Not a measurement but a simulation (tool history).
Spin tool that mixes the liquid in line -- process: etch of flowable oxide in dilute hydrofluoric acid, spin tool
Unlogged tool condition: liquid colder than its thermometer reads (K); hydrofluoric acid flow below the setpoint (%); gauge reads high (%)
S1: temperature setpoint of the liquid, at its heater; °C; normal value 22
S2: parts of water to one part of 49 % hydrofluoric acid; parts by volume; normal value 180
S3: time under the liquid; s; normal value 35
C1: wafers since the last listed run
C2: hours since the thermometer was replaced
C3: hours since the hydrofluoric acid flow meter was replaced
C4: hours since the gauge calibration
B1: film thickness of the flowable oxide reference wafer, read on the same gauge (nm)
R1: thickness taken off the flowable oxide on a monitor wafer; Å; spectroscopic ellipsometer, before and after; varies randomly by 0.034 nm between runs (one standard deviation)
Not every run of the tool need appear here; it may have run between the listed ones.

{"run": 1, "day": 0.0, "S1": 24, "S2": 180, "S3": 30, "C1": 0, "C2": 194.7, "C3": 777.7, "C4": 1537.5, "B1": 130.02, "R1": 94.4}
{"run": 2, "day": 1.958, "S1": 24, "S2": 180, "S3": 30, "C1": 798, "C2": 241.7, "C3": 824.7, "C4": 1584.5, "B1": 129.95, "R1": 94.4}
{"run": 3, "day": 4.233, "S1": 22, "S2": 180, "S3": 35, "C1": 927, "C2": 296.3, "C3": 879.3, "C4": 1639.1, "B1": 129.98, "R1": 101.3}
{"run": 4, "day": 7.95, "S1": 18, "S2": 180, "S3": 35, "C1": 1514, "C2": 385.5, "C3": 968.5, "C4": 1728.3, "B1": 129.98, "R1": 87.2}
{"run": 5, "day": 10.638, "S1": 18, "S2": 180, "S3": 35, "C1": 1095, "C2": 450, "C3": 1033, "C4": 1792.8, "B1": 130.02, "R1": 87}
{"run": 6, "day": 14.7, "S1": 18, "S2": 180, "S3": 35, "C1": 1655, "C2": 547.5, "C3": 1130.5, "C4": 1890.3, "B1": 129.96, "R1": 86.3}
{"day": 16.212, "done": "gauge calibrated"}
{"day": 18.846, "done": "hydrofluoric acid flow meter replaced"}
{"run": 7, "day": 19.171, "S1": 22, "S2": 180, "S3": 35, "C1": 1805, "C2": 654.8, "C3": 7.8, "C4": 71, "B1": 130.06, "R1": 103.8}
{"run": 8, "day": 21.292, "S1": 22, "S2": 145, "S3": 35, "C1": 864, "C2": 705.7, "C3": 58.7, "C4": 121.9, "B1": 129.99, "R1": 134.2}
{"run": 9, "day": 25.625, "S1": 22, "S2": 145, "S3": 35, "C1": 1766, "C2": 809.7, "C3": 162.7, "C4": 225.9, "B1": 130.03, "R1": 134.2}
{"run": 10, "day": 27.604, "S1": 22, "S2": 145, "S3": 35, "C1": 806, "C2": 857.2, "C3": 210.2, "C4": 273.4, "B1": 130.01, "R1": 133.3}
{"run": 11, "day": 29.117, "S1": 25, "S2": 205, "S3": 35, "C1": 616, "C2": 893.5, "C3": 246.5, "C4": 309.7, "B1": 130.03, "R1": 99}
{"day": 32.258, "done": "thermometer replaced"}
{"run": 12, "day": 33.425, "S1": 17.5, "S2": 125, "S3": 55, "C1": 1738, "C2": 28, "C3": 349.9, "C4": 413.1, "B1": 129.97, "R1": 205.6}
{"run": 13, "day": 36.708, "S1": 22, "S2": 235, "S3": 50, "C1": 1338, "C2": 106.8, "C3": 428.7, "C4": 491.9, "B1": 129.98, "R1": 106}
{"run": 14, "day": 39.742, "S1": 22, "S2": 135, "S3": 35, "C1": 1236, "C2": 179.6, "C3": 501.5, "C4": 564.7, "B1": 129.99, "R1": 144.1}
{"run": 15, "day": 44.825, "S1": 24, "S2": 225, "S3": 45, "C1": 2071, "C2": 301.6, "C3": 623.5, "C4": 686.7, "B1": 130.03, "R1": 108}
{"run": 16, "day": 48.488, "S1": 26.5, "S2": 150, "S3": 40, "C1": 1492, "C2": 389.5, "C3": 711.4, "C4": 774.6, "B1": 130.03, "R1": 172.3}
{"run": 17, "day": 50.888, "S1": 22, "S2": 180, "S3": 35, "C1": 978, "C2": 447.1, "C3": 769, "C4": 832.2, "B1": 130, "R1": 102.4}
{"run": 18, "day": 54.025, "S1": 22, "S2": 110, "S3": 35, "C1": 1278, "C2": 522.4, "C3": 844.3, "C4": 907.5, "B1": 129.98, "R1": 180.8}
{"run": 19, "day": 58.104, "S1": 17.5, "S2": 255, "S3": 45, "C1": 1662, "C2": 620.3, "C3": 942.2, "C4": 1005.4, "B1": 130.01, "R1": 72}
{"day": 64.388, "done": "hydrofluoric acid flow meter replaced"}
{"run": 20, "day": 70.696, "S1": 22, "S2": 180, "S3": 35, "C1": 5115, "C2": 922.5, "C3": 151.4, "C4": 1307.6, "B1": 129.99, "R1": 103.6}
{"run": 21, "day": 73.592, "S1": 25, "S2": 180, "S3": 25, "C1": 1180, "C2": 992, "C3": 220.9, "C4": 1377.1, "B1": 129.99, "R1": 82.3}
{"run": 22, "day": 77.483, "S1": 23.5, "S2": 230, "S3": 45, "C1": 1586, "C2": 1085.4, "C3": 314.3, "C4": 1470.5, "B1": 130.02, "R1": 104.5}
{"run": 23, "day": 81.275, "S1": 25, "S2": 250, "S3": 35, "C1": 1545, "C2": 1176.4, "C3": 405.3, "C4": 1561.5, "B1": 130.02, "R1": 76.7}
{"run": 24, "day": 84.521, "S1": 24.5, "S2": 270, "S3": 50, "C1": 1322, "C2": 1254.3, "C3": 483.2, "C4": 1639.4, "B1": 129.97, "R1": 98}
{"day": 84.654, "done": "thermometer replaced"}
{"run": 25, "day": 86.038, "S1": 19, "S2": 130, "S3": 50, "C1": 601, "C2": 33.2, "C3": 519.6, "C4": 1675.8, "B1": 129.96, "R1": 189.3}
{"run": 26, "day": 87.638, "S1": 22, "S2": 250, "S3": 15, "C1": 652, "C2": 71.6, "C3": 558, "C4": 1714.2, "B1": 130.05, "R1": 29.5}
{"day": 90.758, "done": "gauge calibrated"}
{"run": 27, "day": 91.296, "S1": 22, "S2": 180, "S3": 35, "C1": 1491, "C2": 159.4, "C3": 645.8, "C4": 12.9, "B1": 130.02, "R1": 102.7}
{"run": 28, "day": 95.067, "S1": 22, "S2": 180, "S3": 25, "C1": 1536, "C2": 249.9, "C3": 736.3, "C4": 103.4, "B1": 129.99, "R1": 73}

Forecast run 29:
{"run": 29, "day": 98.175, "S1": 17, "S2": 180, "S3": 45, "C1": 1266, "C2": 324.5, "C3": 810.9, "C4": 178, "B1": "?", "R1": "?"}

For run 29 the tool returned B1 129.97, R1 108 Å.
With the hidden condition absent and the run-to-run variation left alone, this run would have shown R1 110.1 Å.
